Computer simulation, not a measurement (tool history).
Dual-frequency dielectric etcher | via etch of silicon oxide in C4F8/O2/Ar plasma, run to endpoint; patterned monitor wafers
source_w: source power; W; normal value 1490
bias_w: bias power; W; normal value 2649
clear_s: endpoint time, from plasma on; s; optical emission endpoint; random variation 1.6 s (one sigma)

| run | hour | source_w | bias_w | incoming incoming film thickness, nm | clear_s |
|---|---|---|---|---|---|
| 1 | 0 | 1490 | 2649 | 1675.7 | 334.6 |
| 2 | 64.3 | 1490 | 2649 | 1668.5 | 335.1 |
| 3 | 96.2 | 1490 | 2649 | 1665 | 331.4 |
| 4 | 149.2 | 1490 | 2649 | 1683.2 | 341.2 |
| 5 | 191.3 | 1490 | 2649 | 1654.1 | 337.1 |
| 6 | 225.5 | 1490 | 2649 | 1678.5 | 339.3 |
|  | 258.3 | upper electrode replaced |
| 7 | 261.5 | 1490 | 2649 | 1664.8 | 342.6 |
| 8 | 318.1 | 1640 | 2649 | 1674.4 | 324.5 |
|  | 369.6 | wet clean of the chamber |
| 9 | 370.1 | 1490 | 2649 | 1651.3 | 321.1 |
| 10 | 391.4 | 1490 | 2440 | 1663.2 | 329.5 |
| 11 | 418.4 | 1290 | 2238 | 1660.6 | 362.5 |
|  | 466.4 | source power generator calibrated |
| 12 | 481.7 | 1680 | 2005 | 1671.3 | 323.6 |
| 13 | 537.1 | 1330 | 3160 | 1660.4 | 337.4 |
| 14 | 591.8 | 1380 | 2649 | 1676.5 | 343.2 |
|  | 604.3 | bias power generator calibrated |
| 15 | 799.2 | 1490 | 2649 | 1661.1 | 334.7 |

Branching from run 15: 3 alternative next runs. What would each branch give?
| A | 799.7 | 1620 | 2649 | 1655.5 | ? |
| B | 799.7 | 1730 | 2649 | 1655.5 | ? |
| C | 799.7 | 1290 | 2649 | 1655.5 | ? |

| run | clear_s |
|---|---|
| A | 318.8 |
| B | 308.5 |
| C | 359 |
The same runs, with their run-to-run variation unchanged, on a tool lacking any hidden condition would have given:
| run | clear_s |
|---|---|
| A | 308.6 |
| B | 298.6 |
| C | 347.4 |

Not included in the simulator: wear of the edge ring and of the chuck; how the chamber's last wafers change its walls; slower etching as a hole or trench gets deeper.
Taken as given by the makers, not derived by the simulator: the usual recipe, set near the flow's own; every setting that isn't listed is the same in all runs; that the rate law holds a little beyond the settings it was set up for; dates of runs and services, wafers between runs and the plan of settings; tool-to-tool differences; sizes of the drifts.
